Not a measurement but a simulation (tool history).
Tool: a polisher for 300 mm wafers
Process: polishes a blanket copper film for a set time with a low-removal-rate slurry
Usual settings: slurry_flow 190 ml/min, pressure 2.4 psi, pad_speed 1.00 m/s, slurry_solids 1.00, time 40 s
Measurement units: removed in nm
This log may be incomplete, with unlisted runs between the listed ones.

run,hour,slurry_flow,pressure,pad_speed,slurry_solids,time,wafers since the last listed run,wafers polished on this pad,hours since the slurry nozzle was cleaned,hours since the head pressure was calibrated,hours since the slurry blender was calibrated,"incoming thickness of the incoming film, nm",removed
1,0.0,190,2.4,1.00,1.00,40,0,4065,472.2,239.7,9.1,1204.0,98.8
# hour 38.7: worn pad replaced by a new one
2,59.8,190,2.4,1.00,1.00,40,846,319,532.0,299.5,68.9,1222.0,98.5
# hour 61.8: slurry nozzle cleaned
3,120.3,190,2.4,1.00,1.00,40,902,1222,58.5,360.0,129.4,1235.0,110.2
# hour 138.1: head pressure recalibrated
4,188.4,190,1.9,1.00,1.20,40,1002,2224,126.6,50.3,197.5,1236.5,81.0
5,255.2,190,1.9,1.00,1.20,40,1013,3237,193.4,117.1,264.3,1231.1,80.7
6,288.8,190,2.4,1.00,1.00,40,509,3747,227.0,150.7,297.9,1211.5,98.6
# hour 301.2: worn pad replaced by a new one
7,347.4,190,2.4,1.00,1.00,40,828,699,285.6,209.3,356.5,1218.3,101.3
# hour 371.5: slurry blender recalibrated
8,412.1,190,2.4,1.00,1.00,40,950,1650,350.3,274.0,40.6,1229.3,99.5
9,448.8,190,2.4,1.00,1.00,40,556,2207,387.0,310.7,77.3,1220.3,99.4
# hour 471.0: head pressure recalibrated
10,484.0,190,2.4,1.00,1.00,40,503,2710,422.2,13.0,112.5,1230.5,88.7
11,552.1,190,2.4,1.00,1.00,40,1032,3743,490.3,81.1,180.6,1242.9,88.3
12,603.2,190,2.4,1.00,1.00,40,774,4518,541.4,132.2,231.7,1234.6,90.0
# hour 608.0: worn pad replaced by a new one
# hour 638.3: slurry nozzle cleaned
13,663.4,190,2.4,1.00,1.00,40,837,824,25.1,192.4,291.9,1247.8,103.7
14,695.2,140,2.4,1.00,1.00,40,482,1306,56.9,224.2,323.7,1210.2,98.0
15,743.2,190,1.9,0.68,1.15,40,727,2034,104.9,272.2,371.7,1219.4,59.2
16,798.8,165,2.4,0.74,0.70,53,843,2877,160.5,327.8,427.3,1211.4,94.2
17,825.2,170,2.8,1.30,1.00,26,400,3278,186.9,354.2,453.7,1207.6,101.6
# hour 827.8: slurry blender recalibrated
# hour 854.2: head pressure recalibrated
# hour 856.5: worn pad replaced by a new one
18,875.9,190,2.4,1.00,1.00,40,673,294,237.6,21.7,48.1,1205.2,97.1
19,917.7,190,1.7,1.10,0.85,31,633,927,279.4,63.5,89.9,1225.3,57.4

The next listed run, before its measurement:
20,983.0,170,2.4,1.00,1.00,40,990,1918,344.7,128.8,155.2,1205.0,?

{"run 20": {"removed": 95.9}}
Minus the tool's unlogged condition, the same run would have read removed 97.7 nm.
